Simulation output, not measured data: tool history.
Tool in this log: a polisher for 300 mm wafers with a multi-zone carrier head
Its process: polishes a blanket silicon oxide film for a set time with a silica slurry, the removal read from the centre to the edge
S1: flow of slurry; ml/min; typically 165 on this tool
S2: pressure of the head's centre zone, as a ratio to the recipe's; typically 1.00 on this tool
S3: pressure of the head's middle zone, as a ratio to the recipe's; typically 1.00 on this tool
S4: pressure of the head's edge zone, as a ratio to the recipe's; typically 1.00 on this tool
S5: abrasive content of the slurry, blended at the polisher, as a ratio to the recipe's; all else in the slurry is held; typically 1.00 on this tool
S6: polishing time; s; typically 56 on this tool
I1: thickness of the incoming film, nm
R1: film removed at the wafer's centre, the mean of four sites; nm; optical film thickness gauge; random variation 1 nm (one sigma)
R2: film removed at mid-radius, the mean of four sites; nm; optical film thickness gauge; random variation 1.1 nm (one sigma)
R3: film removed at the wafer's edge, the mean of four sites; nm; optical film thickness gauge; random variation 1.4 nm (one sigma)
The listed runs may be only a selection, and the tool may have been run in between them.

run 1 hour=0.0 | S1=165 S2=1.00 S3=1.00 S4=1.00 S5=1.00 S6=51 | I1=860.0 | R1=144.6 R2=146.7 R3=144.3
run 2 hour=35.6 | S1=125 S2=1.00 S3=1.00 S4=0.96 S5=1.00 S6=56 | I1=853.0 | R1=146.7 R2=152.2 R3=150.6
-- hour=41.6 slurry nozzle cleaned
-- hour=85.8 worn pad replaced by a new one
run 3 hour=86.7 | S1=125 S2=1.00 S3=1.00 S4=0.96 S5=1.00 S6=56 | I1=851.6 | R1=155.6 R2=161.5 R3=157.7
-- hour=112.3 edge zone pressure recalibrated
run 4 hour=117.4 | S1=165 S2=1.00 S3=1.00 S4=1.00 S5=1.00 S6=56 | I1=838.0 | R1=166.6 R2=171.2 R3=166.8
run 5 hour=171.5 | S1=165 S2=1.00 S3=1.00 S4=1.00 S5=1.00 S6=56 | I1=849.8 | R1=164.7 R2=168.2 R3=166.7
-- hour=231.1 centre zone pressure recalibrated
run 6 hour=234.0 | S1=120 S2=1.05 S3=1.04 S4=1.05 S5=1.00 S6=56 | I1=843.8 | R1=158.2 R2=160.1 R3=161.0
run 7 hour=285.9 | S1=165 S2=1.10 S3=1.06 S4=0.92 S5=1.20 S6=56 | I1=842.2 | R1=188.4 R2=181.1 R3=166.4
run 8 hour=349.5 | S1=130 S2=1.00 S3=1.00 S4=1.00 S5=1.00 S6=56 | I1=848.5 | R1=151.7 R2=154.9 R3=152.1
run 9 hour=380.0 | S1=165 S2=1.00 S3=1.09 S4=1.04 S5=1.30 S6=56 | I1=860.8 | R1=170.5 R2=186.5 R3=175.1
-- hour=393.6 worn pad replaced by a new one
-- hour=394.2 slurry nozzle cleaned
run 10 hour=423.2 | S1=165 S2=1.00 S3=0.91 S4=1.00 S5=1.00 S6=56 | I1=843.4 | R1=167.8 R2=157.6 R3=169.8
run 11 hour=460.6 | S1=165 S2=1.00 S3=0.92 S4=1.00 S5=1.10 S6=56 | I1=848.4 | R1=171.7 R2=162.8 R3=171.1
run 12 hour=486.9 | S1=165 S2=1.00 S3=1.00 S4=1.00 S5=1.00 S6=56 | I1=849.5 | R1=166.2 R2=168.9 R3=166.3
-- hour=518.9 edge zone pressure recalibrated
run 13 hour=547.5 | S1=165 S2=1.00 S3=1.00 S4=0.92 S5=1.20 S6=71 | I1=856.2 | R1=216.6 R2=224.4 R3=213.7
run 14 hour=615.2 | S1=165 S2=1.06 S3=1.06 S4=1.00 S5=1.15 S6=38 | I1=849.2 | R1=120.1 R2=120.9 R3=115.9
run 15 hour=646.0 | S1=165 S2=1.00 S3=1.00 S4=1.07 S5=1.00 S6=56 | I1=850.4 | R1=163.2 R2=163.4 R3=167.8
run 16 hour=704.4 | S1=205 S2=1.00 S3=1.00 S4=1.00 S5=1.00 S6=47 | I1=853.6 | R1=139.8 R2=143.1 R3=137.3
run 17 hour=728.5 | S1=165 S2=1.00 S3=1.00 S4=1.00 S5=1.00 S6=56 | I1=850.9 | R1=159.2 R2=162.2 R3=160.0
-- hour=738.0 worn pad replaced by a new one
run 18 hour=794.9 | S1=165 S2=1.00 S3=1.00 S4=1.09 S5=0.80 S6=42 | I1=836.2 | R1=118.5 R2=120.0 R3=124.9
-- hour=805.1 slurry nozzle cleaned
-- hour=827.7 centre zone pressure recalibrated
run 19 hour=860.6 | S1=145 S2=1.05 S3=1.09 S4=1.00 S5=1.00 S6=56 | I1=845.8 | R1=168.3 R2=171.9 R3=161.7
-- hour=878.2 edge zone pressure recalibrated
run 20 hour=1031.9 | S1=110 S2=1.00 S3=1.00 S4=1.00 S5=1.00 S6=56 | I1=846.2 | R1=143.3 R2=148.0 R3=149.4
-- hour=1048.8 worn pad replaced by a new one
run 21 hour=1078.1 | S1=165 S2=1.00 S3=0.92 S4=1.00 S5=1.10 S6=56 | I1=847.6 | R1=170.6 R2=165.2 R3=170.8

Forecast each of these 4 alternatives for the next run:
run A hour=1078.5 | S1=165 S2=1.00 S3=1.00 S4=1.00 S5=1.00 S6=56 | I1=865.7 | R1=? R2=? R3=?
run B hour=1078.5 | S1=195 S2=1.00 S3=1.00 S4=1.00 S5=1.00 S6=50 | I1=865.7 | R1=? R2=? R3=?
run C hour=1078.5 | S1=110 S2=1.10 S3=1.00 S4=1.00 S5=1.00 S6=56 | I1=865.7 | R1=? R2=? R3=?
run D hour=1078.5 | S1=165 S2=1.00 S3=1.04 S4=1.10 S5=1.25 S6=56 | I1=865.7 | R1=? R2=? R3=?

run=A R1=166.0 R2=169.9 R3=169.6
run=B R1=153.1 R2=156.2 R3=154.7
run=C R1=163.1 R2=153.7 R3=158.0
run=D R1=176.5 R2=186.0 R3=188.9
Without the tool's unlogged condition, the same runs would have read:
run=A R1=167.9 R2=171.8 R3=171.5
run=B R1=154.9 R2=157.9 R3=156.4
run=C R1=164.9 R2=155.4 R3=159.8
run=D R1=178.5 R2=188.1 R3=191.0

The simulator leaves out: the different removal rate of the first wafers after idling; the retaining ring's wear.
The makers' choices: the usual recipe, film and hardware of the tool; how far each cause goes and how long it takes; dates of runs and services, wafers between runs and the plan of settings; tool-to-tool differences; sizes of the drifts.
